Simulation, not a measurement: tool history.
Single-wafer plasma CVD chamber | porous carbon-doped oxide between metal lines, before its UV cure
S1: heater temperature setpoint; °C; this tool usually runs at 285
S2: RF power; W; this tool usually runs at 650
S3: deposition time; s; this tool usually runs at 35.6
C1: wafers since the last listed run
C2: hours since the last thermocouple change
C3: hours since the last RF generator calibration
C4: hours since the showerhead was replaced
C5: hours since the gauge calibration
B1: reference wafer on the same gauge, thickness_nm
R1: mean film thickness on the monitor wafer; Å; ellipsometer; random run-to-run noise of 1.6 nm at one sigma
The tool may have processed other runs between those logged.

Run 1, hour 0: usual settings; C1 0; C2 1597; C3 735.4; C4 5118.8; C5 294.3; B1 323.123. Result: R1 2687.6 Å.
Run 2, hour 17.8: usual settings but S2 735 W, S3 33 s; C1 342; C2 1614.8; C3 753.2; C4 5136.6; C5 312.1; B1 323.046. Result: R1 2667.08 Å.
Run 3, hour 29: usual settings; C1 215; C2 1626; C3 764.4; C4 5147.8; C5 323.3; B1 323.618. Result: R1 2686.9 Å.
Run 4, hour 43.8: usual settings; C1 285; C2 1640.8; C3 779.2; C4 5162.6; C5 338.1; B1 322.897. Result: R1 2677.28 Å.
Run 5, hour 56.4: usual settings; C1 242; C2 1653.4; C3 791.8; C4 5175.2; C5 350.7; B1 322.927. Result: R1 2676.91 Å.
Run 6, hour 64.3: usual settings; C1 152; C2 1661.3; C3 799.7; C4 5183.1; C5 358.6; B1 322.804. Result: R1 2681.85 Å.
Run 7, hour 76.2: usual settings but S3 38 s; C1 229; C2 1673.2; C3 811.6; C4 5195; C5 370.5; B1 323.299. Result: R1 2840.51 Å.
Run 8, hour 90.9: usual settings but S3 38 s; C1 283; C2 1687.9; C3 826.3; C4 5209.7; C5 385.2; B1 323.037. Result: R1 2839.07 Å.
Run 9, hour 98.2: usual settings but S1 279 °C; C1 140; C2 1695.2; C3 833.6; C4 5217; C5 392.5; B1 322.668. Result: R1 2781.45 Å.
Run 10, hour 110.8: usual settings but S1 279 °C; C1 242; C2 1707.8; C3 846.2; C4 5229.6; C5 405.1; B1 322.904. Result: R1 2800.24 Å.
Run 11, hour 118.3: usual settings but S1 279 °C; C1 144; C2 1715.3; C3 853.7; C4 5237.1; C5 412.6; B1 322.708. Result: R1 2802.41 Å.
Run 12, hour 124.5: usual settings but S1 297 °C; C1 119; C2 1721.5; C3 859.9; C4 5243.3; C5 418.8; B1 323.353. Result: R1 2480.79 Å.
Run 13, hour 138.4: usual settings but S1 275 °C, S2 545 W; C1 267; C2 1735.4; C3 873.8; C4 5257.2; C5 432.7; B1 323.344. Result: R1 2623.69 Å.
Run 14, hour 155.7: usual settings but S1 297 °C, S2 560 W, S3 29.2 s; C1 333; C2 1752.7; C3 891.1; C4 5274.5; C5 450; B1 322.777. Result: R1 1890.08 Å.
At hour 165.4: showerhead replaced.
Run 15, hour 165.9: usual settings; C1 42; C2 1762.9; C3 901.3; C4 0.5; C5 460.2; B1 322.885. Result: R1 2660.31 Å.
At hour 174.4: gauge calibrated.
Run 16, hour 177.6: usual settings but S1 300 °C, S3 29.8 s; C1 225; C2 1774.6; C3 913; C4 12.2; C5 3.2; B1 322.71. Result: R1 2026.78 Å.
Run 17, hour 187.4: usual settings; C1 188; C2 1784.4; C3 922.8; C4 22; C5 13; B1 322.341. Result: R1 2671.48 Å.
Run 18, hour 201: usual settings but S1 275 °C, S2 755 W, S3 41.5 s; C1 261; C2 1798; C3 936.4; C4 35.6; C5 26.6; B1 322.592. Result: R1 3618.54 Å.
Run 19, hour 209.3: usual settings but S2 745 W; C1 159; C2 1806.3; C3 944.7; C4 43.9; C5 34.9; B1 323.845. Result: R1 2862.58 Å.
Run 20, hour 218.7: usual settings but S1 276 °C; C1 181; C2 1815.7; C3 954.1; C4 53.3; C5 44.3; B1 323.491. Result: R1 2858.57 Å.
At hour 229.3: RF generator calibrated.
Run 21, hour 232: usual settings but S1 281 °C; C1 102; C2 1829; C3 2.7; C4 66.6; C5 57.6; B1 322.86. Result: R1 2858.33 Å.
At hour 246.5: thermocouple changed; heater temperature recalibrated.
Run 22, hour 247: usual settings but S2 545 W, S3 42 s; C1 134; C2 0.5; C3 17.7; C4 81.6; C5 72.6; B1 323.767. Result: R1 2974.17 Å.
Run 23, hour 254: usual settings but S2 705 W; C1 134; C2 7.5; C3 24.7; C4 88.6; C5 79.6; B1 322.767. Result: R1 2888.09 Å.
Run 24, hour 265: usual settings but S1 275 °C; C1 211; C2 18.5; C3 35.7; C4 99.6; C5 90.6; B1 322.517. Result: R1 2948.02 Å.
Run 25, hour 280.9: usual settings but S1 274 °C, S2 575 W; C1 306; C2 34.4; C3 51.6; C4 115.5; C5 106.5; B1 323.247. Result: R1 2816.27 Å.
Run 26, hour 297.5: usual settings but S1 272 °C, S2 720 W, S3 39.9 s; C1 319; C2 51; C3 68.2; C4 132.1; C5 123.1; B1 322.975. Result: R1 3594.49 Å.
Run 27, hour 308.1: usual settings but S2 700 W; C1 204; C2 61.6; C3 78.8; C4 142.7; C5 133.7; B1 323.188. Result: R1 2865.32 Å.
Run 28, hour 334.8: usual settings but S1 281 °C, S2 590 W, S3 29.8 s; C1 514; C2 88.3; C3 105.5; C4 169.4; C5 160.4; B1 323.016. Result: R1 2267.7 Å.
Run 29, hour 351.1: usual settings but S1 290 °C; C1 314; C2 104.6; C3 121.8; C4 185.7; C5 176.7; B1 322.972. Result: R1 2641.44 Å.
Run 30, hour 358.7: usual settings; C1 146; C2 112.2; C3 129.4; C4 193.3; C5 184.3; B1 323.022. Result: R1 2785.47 Å.
Run 31, hour 375: usual settings but S1 299 °C, S2 520 W, S3 39.7 s; C1 314; C2 128.5; C3 145.7; C4 209.6; C5 200.6; B1 322.601. Result: R1 2478.49 Å.
Run 32, hour 390.4: usual settings; C1 296; C2 143.9; C3 161.1; C4 225; C5 216; B1 322.53. Result: R1 2745.93 Å.
Run 33, hour 399.7: usual settings but S1 272 °C, S2 600 W; C1 179; C2 153.2; C3 170.4; C4 234.3; C5 225.3; B1 322.682. Result: R1 2894.9 Å.
Run 34, hour 410.5: usual settings but S1 292 °C, S2 765 W, S3 33.7 s; C1 208; C2 164; C3 181.2; C4 245.1; C5 236.1; B1 322.785. Result: R1 2712.57 Å.

Hidden state or all else? Some run-to-run changes of R1, split into what the settings, what came in and random variation would give without the hidden state, and what is left for the hidden state (with any gauge scatter that isn't in both results):
What the log doesn't record here: wafer temperature above the value expected at the setpoint (K); delivered RF power above the setpoint (%); gauge reads high (%).
Run 14 -> 15: S1 297 -> 285, S2 560 -> 650, S3 29.2 -> 35.6, showerhead replaced. R1 +770.23 Å: hidden state -33.99, all else +804.22.
Run 17 -> 18: S1 285 -> 275, S2 650 -> 755, S3 35.6 -> 41.5. R1 +947.06 Å: hidden state -41.94, all else +989.
Run 20 -> 21: S1 276 -> 281, RF generator calibrated. R1 -0.24 Å: hidden state +111.48, all else -111.72.
Run 25 -> 26: S1 274 -> 272, S2 575 -> 720, S3 35.6 -> 39.9. R1 +778.22 Å: hidden state -9.37, all else +787.59.
